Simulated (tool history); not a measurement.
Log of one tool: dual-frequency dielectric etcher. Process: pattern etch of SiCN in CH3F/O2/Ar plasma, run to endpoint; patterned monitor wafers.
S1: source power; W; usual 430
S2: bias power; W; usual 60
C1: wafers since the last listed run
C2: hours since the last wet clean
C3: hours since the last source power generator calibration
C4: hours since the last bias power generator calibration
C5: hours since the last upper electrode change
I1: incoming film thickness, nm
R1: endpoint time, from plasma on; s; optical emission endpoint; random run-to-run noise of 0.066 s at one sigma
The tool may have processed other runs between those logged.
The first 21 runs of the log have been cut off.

run	hour	S1	S2	C1	C2	C3	C4	C5	I1	R1
22	256.2	380	74	115	11.4	2784.9	3276.8	5529.7	8.59	21.1
23	266.2	430	45	112	21.4	2794.9	3286.8	5539.7	8.49	25.0
24	275.4	350	74	103	30.6	2804.1	3296.0	5548.9	8.64	22.2
25	283.5	340	72	91	38.7	2812.2	3304.1	5557.0	8.62	23.0
26	297.1	380	51	152	52.3	2825.8	3317.7	5570.6	8.64	25.7
# hour 318.1: source power generator calibrated
# hour 329.7: upper electrode replaced
27	336.8	500	47	270	92.0	18.7	3357.4	7.1	8.64	23.1
# hour 344.1: bias power generator calibrated
28	346.8	430	60	67	102.0	28.7	2.7	17.1	8.66	22.1
29	353.5	460	69	75	108.7	35.4	9.4	23.8	8.55	19.8
30	371.0	350	53	196	126.2	52.9	26.9	41.3	8.60	26.1
31	387.6	470	67	186	142.8	69.5	43.5	57.9	8.59	19.9
32	404.3	430	60	187	159.5	86.2	60.2	74.6	8.59	22.0
33	419.6	430	60	172	174.8	101.5	75.5	89.9	8.65	22.2
34	432.6	510	55	146	187.8	114.5	88.5	102.9	8.65	21.2
35	450.0	470	53	195	205.2	131.9	105.9	120.3	8.56	22.4

4 options for the next run, each taken on its own from the tool as it stands now. Forecast them:
A	450.4	510	60	4	205.6	132.3	106.3	120.7	8.64	?
B	450.4	460	48	4	205.6	132.3	106.3	120.7	8.64	?
C	450.4	490	71	4	205.6	132.3	106.3	120.7	8.64	?
D	450.4	390	73	4	205.6	132.3	106.3	120.7	8.64	?

run	R1
A	20.4
B	23.9
C	19.2
D	21.3
Stripped of hidden state, with their random variation kept, the same runs would have yielded:
run	R1
A	20.2
B	23.7
C	19.1
D	21.1
